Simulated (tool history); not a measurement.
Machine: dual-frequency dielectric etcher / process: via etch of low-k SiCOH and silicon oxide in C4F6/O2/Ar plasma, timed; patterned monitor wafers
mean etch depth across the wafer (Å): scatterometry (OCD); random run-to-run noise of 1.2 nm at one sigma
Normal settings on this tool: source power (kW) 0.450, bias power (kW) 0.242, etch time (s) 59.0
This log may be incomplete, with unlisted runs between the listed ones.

run     day  source power (kW)  bias power (kW)  etch time (s)  read-back reference wafer on the same gauge, depth_nm  mean etch depth across the wafer (Å)
  1   0.000              0.450            0.242           59.0                                                  216.6                                  1737
  2   2.750              0.390            0.228           59.0                                                  217.3                                  1594
      4.212  -- wet clean of the chamber
  3   4.554              0.450            0.242           59.0                                                  217.4                                  1827
  4   8.796              0.450            0.242           59.0                                                  216.7                                  1819
  5  12.229              0.450            0.242           63.5                                                  216.8                                  1924
  6  16.250              0.450            0.242           63.5                                                  216.9                                  1889
  7  18.392              0.530            0.226           74.5                                                  217.7                                  2344
  8  21.488              0.450            0.242           59.0                                                  217.3                                  1786
     24.400  -- bias power generator calibrated
  9  25.400              0.450            0.182           73.5                                                  216.3                                  1926
 10  28.033              0.540            0.266           50.5                                                  216.8                                  1676
 11  29.925              0.450            0.242           59.0                                                  217.2                                  1736
     31.717  -- wet clean of the chamber
 12  34.029              0.450            0.285           59.0                                                  217.0                                  1901
 13  36.633              0.380            0.294           53.5                                                  216.6                                  1643
     38.271  -- upper electrode replaced
 14  38.292              0.530            0.242           59.0                                                  216.8                                  1876
 15  43.308              0.450            0.242           70.5                                                  217.3                                  2072
 16  46.546              0.450            0.225           43.5                                                  216.6                                  1233
     46.792  -- gauge calibrated
 17  48.933              0.480            0.266           73.5                                                  217.5                                  2275
     53.242  -- source power generator calibrated
 18  53.271              0.450            0.226           59.0                                                  217.2                                  1660
 19  57.217              0.450            0.242           59.0                                                  217.4                                  1713
 20  59.067              0.450            0.242           59.0                                                  217.3                                  1678
     60.521  -- wet clean of the chamber
 21  62.538              0.370            0.217           59.0                                                  217.0                                  1586
 22  64.779              0.370            0.242           59.0                                                  216.9                                  1651
 23  67.971              0.530            0.197           50.5                                                  217.1                                  1486
 24  71.779              0.450            0.242           59.0                                                  217.0                                  1782
 25  76.100              0.450            0.242           59.0                                                  217.4                                  1762
 26  78.712              0.450            0.242           46.0                                                  216.9                                  1370
 27  82.267              0.530            0.226           74.5                                                  216.8                                  2247
     86.800  -- wet clean of the chamber
 28  86.821              0.530            0.289           46.0                                                  217.0                                  1616

5 ways to go on from here, each from the tool as it stands after run 28. What would each give?
  A  86.838              0.410            0.242           59.0                                                      ?                                     ?
  B  86.838              0.450            0.200           74.5                                                      ?                                     ?
  C  86.838              0.450            0.201           72.0                                                      ?                                     ?
  D  86.838              0.380            0.209           49.5                                                      ?                                     ?
  E  86.838              0.410            0.212           59.0                                                      ?                                     ?

run  read-back reference wafer on the same gauge, depth_nm  mean etch depth across the wafer (Å)
  A                                                  217.2                                  1748
  B                                                  217.2                                  2103
  C                                                  217.2                                  2037
  D                                                  217.2                                  1336
  E                                                  217.2                                  1650
With the hidden condition removed and each run's random variation left untouched, the same runs would have given:
run  mean etch depth across the wafer (Å)
  A                                  1760
  B                                  2117
  C                                  2051
  D                                  1345
  E                                  1660
